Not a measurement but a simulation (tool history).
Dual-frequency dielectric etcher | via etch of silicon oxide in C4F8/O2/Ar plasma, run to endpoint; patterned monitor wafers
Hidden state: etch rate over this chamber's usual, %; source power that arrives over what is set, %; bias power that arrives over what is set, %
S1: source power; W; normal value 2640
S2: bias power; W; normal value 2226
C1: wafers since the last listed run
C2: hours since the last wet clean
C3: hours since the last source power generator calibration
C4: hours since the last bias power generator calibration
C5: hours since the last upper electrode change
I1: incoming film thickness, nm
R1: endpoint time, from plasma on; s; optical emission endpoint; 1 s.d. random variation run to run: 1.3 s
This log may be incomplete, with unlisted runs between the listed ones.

Run 1, hour 0.0: usual settings but S1 2130 W, S2 1875 W; C1 0; C2 585.6; C3 2764.2; C4 1320.9; C5 3823.8; I1 1197.1. Result: R1 234.2 s.
Run 2, hour 59.6: usual settings but S1 2130 W, S2 1875 W; C1 449; C2 645.2; C3 2823.8; C4 1380.5; C5 3883.4; I1 1185.8. Result: R1 229.1 s.
At hour 91.8: wet clean of the chamber.
Run 3, hour 97.2: usual settings; C1 102; C2 5.4; C3 2861.4; C4 1418.1; C5 3921.0; I1 1194.0. Result: R1 190.1 s.
Run 4, hour 204.7: usual settings; C1 810; C2 112.9; C3 2968.9; C4 1525.6; C5 4028.5; I1 1187.2. Result: R1 187.6 s.
Run 5, hour 252.9: usual settings; C1 363; C2 161.1; C3 3017.1; C4 1573.8; C5 4076.7; I1 1200.6. Result: R1 189.7 s.
Run 6, hour 300.0: usual settings; C1 355; C2 208.2; C3 3064.2; C4 1620.9; C5 4123.8; I1 1190.5. Result: R1 189.4 s.
Run 7, hour 370.0: usual settings; C1 527; C2 278.2; C3 3134.2; C4 1690.9; C5 4193.8; I1 1194.9. Result: R1 191.6 s.
Run 8, hour 404.8: usual settings but S2 1964 W; C1 262; C2 313.0; C3 3169.0; C4 1725.7; C5 4228.6; I1 1180.9. Result: R1 198.0 s.
Run 9, hour 462.5: usual settings; C1 435; C2 370.7; C3 3226.7; C4 1783.4; C5 4286.3; I1 1199.1. Result: R1 193.0 s.
Run 10, hour 509.1: usual settings; C1 351; C2 417.3; C3 3273.3; C4 1830.0; C5 4332.9; I1 1185.9. Result: R1 194.6 s.
Run 11, hour 549.1: usual settings; C1 301; C2 457.3; C3 3313.3; C4 1870.0; C5 4372.9; I1 1186.2. Result: R1 195.2 s.
At hour 633.2: wet clean of the chamber.
Run 12, hour 633.7: usual settings but S1 3030 W, S2 1967 W; C1 456; C2 0.5; C3 3397.9; C4 1954.6; C5 4457.5; I1 1189.0. Result: R1 182.2 s.
Run 13, hour 664.9: usual settings but S1 2280 W, S2 2418 W; C1 235; C2 31.7; C3 3429.1; C4 1985.8; C5 4488.7; I1 1184.4. Result: R1 196.1 s.
Run 14, hour 696.8: usual settings but S1 2000 W, S2 2374 W; C1 240; C2 63.6; C3 3461.0; C4 2017.7; C5 4520.6; I1 1183.5. Result: R1 209.1 s.
Run 15, hour 722.2: usual settings but S1 2830 W, S2 2488 W; C1 191; C2 89.0; C3 3486.4; C4 2043.1; C5 4546.0; I1 1179.1. Result: R1 174.9 s.
Run 16, hour 789.4: usual settings; C1 506; C2 156.2; C3 3553.6; C4 2110.3; C5 4613.2; I1 1181.9. Result: R1 189.1 s.
Run 17, hour 848.1: usual settings but S1 2450 W, S2 2031 W; C1 442; C2 214.9; C3 3612.3; C4 2169.0; C5 4671.9; I1 1192.5. Result: R1 201.1 s.
Run 18, hour 892.4: usual settings but S1 3000 W, S2 1840 W; C1 333; C2 259.2; C3 3656.6; C4 2213.3; C5 4716.2; I1 1196.7. Result: R1 190.9 s.
Run 19, hour 975.0: usual settings; C1 622; C2 341.8; C3 3739.2; C4 2295.9; C5 4798.8; I1 1175.0. Result: R1 192.1 s.
At hour 1057.7: bias power generator calibrated.
At hour 1112.8: upper electrode replaced.
Run 20, hour 1154.4: usual settings but S1 2850 W; C1 1141; C2 521.2; C3 3918.6; C4 96.7; C5 41.6; I1 1189.0. Result: R1 185.8 s.
Run 21, hour 1208.8: usual settings; C1 410; C2 575.6; C3 3973.0; C4 151.1; C5 96.0; I1 1183.5. Result: R1 197.8 s.
At hour 1247.3: wet clean of the chamber.
Run 22, hour 1247.8: usual settings but S2 1822 W; C1 113; C2 0.5; C3 4012.0; C4 190.1; C5 135.0; I1 1188.5. Result: R1 200.7 s.
Run 23, hour 1270.7: usual settings but S1 2880 W, S2 1894 W; C1 172; C2 23.4; C3 4034.9; C4 213.0; C5 157.9; I1 1201.9. Result: R1 188.9 s.
Run 24, hour 1300.8: usual settings but S2 2636 W; C1 226; C2 53.5; C3 4065.0; C4 243.1; C5 188.0; I1 1186.5. Result: R1 177.6 s.
Run 25, hour 1344.2: usual settings but S1 2440 W; C1 327; C2 96.9; C3 4108.4; C4 286.5; C5 231.4; I1 1184.4. Result: R1 198.1 s.
At hour 1378.4: source power generator calibrated.
Run 26, hour 1382.9: usual settings but S1 2100 W, S2 1745 W; C1 261; C2 135.6; C3 4.5; C4 325.2; C5 270.1; I1 1188.8. Result: R1 232.3 s.
Run 27, hour 1418.3: usual settings but S1 3280 W, S2 1931 W; C1 266; C2 171.0; C3 39.9; C4 360.6; C5 305.5; I1 1192.0. Result: R1 180.1 s.
Run 28, hour 1450.1: usual settings but S1 2330 W, S2 2422 W; C1 239; C2 202.8; C3 71.7; C4 392.4; C5 337.3; I1 1186.6. Result: R1 198.8 s.
Run 29, hour 1651.9: usual settings; C1 1521; C2 404.6; C3 273.5; C4 594.2; C5 539.1; I1 1180.9. Result: R1 192.4 s.
Run 30, hour 1706.3: usual settings but S1 2010 W, S2 1817 W; C1 410; C2 459.0; C3 327.9; C4 648.6; C5 593.5; I1 1202.8. Result: R1 242.0 s.
Run 31, hour 1733.0: usual settings but S1 3000 W, S2 2405 W; C1 201; C2 485.7; C3 354.6; C4 675.3; C5 620.2; I1 1197.3. Result: R1 182.1 s.
Run 32, hour 1757.1: usual settings but S1 2190 W, S2 2707 W; C1 181; C2 509.8; C3 378.7; C4 699.4; C5 644.3; I1 1189.8. Result: R1 204.7 s.
Run 33, hour 1816.4: usual settings; C1 447; C2 569.1; C3 438.0; C4 758.7; C5 703.6; I1 1186.8. Result: R1 199.9 s.
At hour 1919.8: wet clean of the chamber.
Run 34, hour 1920.3: usual settings but S1 2110 W, S2 2034 W; C1 602; C2 0.5; C3 541.9; C4 862.6; C5 807.5; I1 1200.7. Result: R1 218.6 s.

What differs in the tool's unlogged condition from the final listed run ahead of each entry between runs to the first listed run following it?
In the gap between runs 2 and 3: wet clean of the chamber (hour 91.8)
  etch rate over this chamber's usual, %: -4.74 -> 0.371
  measured minus no-state result, R1: +10.8 -> -0.7 s
In the gap between runs 11 and 12: wet clean of the chamber (hour 633.2)
  etch rate over this chamber's usual, %: -3.58 -> 0.371
  measured minus no-state result, R1: +7.0 -> -0.7 s
In the gap between runs 19 and 20: bias power generator calibrated (hour 1057.7); upper electrode replaced (hour 1112.8)
  etch rate over this chamber's usual, %: -2.61 -> -4.18
  measured minus no-state result, R1: +5.0 -> +7.8 s
In the gap between runs 21 and 22: wet clean of the chamber (hour 1247.3)
  etch rate over this chamber's usual, %: -4.65 -> -0.402
  measured minus no-state result, R1: +9.2 -> +0.8 s
In the gap between runs 25 and 26: source power generator calibrated (hour 1378.4)
  etch rate over this chamber's usual, %: -1.24 -> -1.58
  measured minus no-state result, R1: +2.4 -> +3.7 s
In the gap between runs 33 and 34: wet clean of the chamber (hour 1919.8)
  etch rate over this chamber's usual, %: -5.37 -> -0.325
  measured minus no-state result, R1: +10.7 -> +0.7 s
